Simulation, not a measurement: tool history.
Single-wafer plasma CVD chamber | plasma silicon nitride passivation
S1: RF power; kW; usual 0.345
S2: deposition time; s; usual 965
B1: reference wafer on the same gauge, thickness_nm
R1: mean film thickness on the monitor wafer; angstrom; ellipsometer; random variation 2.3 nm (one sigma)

{"run": 1, "hour": 0.0, "S1": 0.345, "S2": 965, "B1": 1589.552, "R1": 15256.91}
{"run": 2, "hour": 12.1, "S1": 0.345, "S2": 965, "B1": 1589.963, "R1": 15205.41}
{"run": 3, "hour": 29.6, "S1": 0.345, "S2": 965, "B1": 1590.388, "R1": 15239.09}
{"run": 4, "hour": 39.6, "S1": 0.345, "S2": 965, "B1": 1589.551, "R1": 15251.53}
{"run": 5, "hour": 50.7, "S1": 0.345, "S2": 965, "B1": 1590.923, "R1": 15246.09}
{"run": 6, "hour": 59.6, "S1": 0.345, "S2": 965, "B1": 1589.614, "R1": 15223.43}
{"run": 7, "hour": 72.9, "S1": 0.295, "S2": 1080, "B1": 1589.444, "R1": 16393.5}
{"run": 8, "hour": 85.9, "S1": 0.295, "S2": 1080, "B1": 1588.763, "R1": 16393.09}
{"hour": 94.5, "done": "RF generator calibrated"}
{"run": 9, "hour": 98.0, "S1": 0.345, "S2": 1021, "B1": 1590.187, "R1": 16108.17}
{"hour": 123.5, "done": "showerhead replaced"}
{"run": 10, "hour": 124.0, "S1": 0.345, "S2": 1021, "B1": 1590.508, "R1": 16148.8}
{"run": 11, "hour": 132.6, "S1": 0.345, "S2": 965, "B1": 1589.354, "R1": 15249.11}
{"run": 12, "hour": 143.3, "S1": 0.31, "S2": 1036, "B1": 1590.419, "R1": 15936.65}

The next listed run, before its measurement:
{"run": 13, "hour": 160.7, "S1": 0.405, "S2": 917, "B1": "?", "R1": "?"}

{"run 13": {"B1": 1589.928, "R1": 15091.66}}
Without the tool's hidden state the same run would have given R1 15091.66 angstrom.
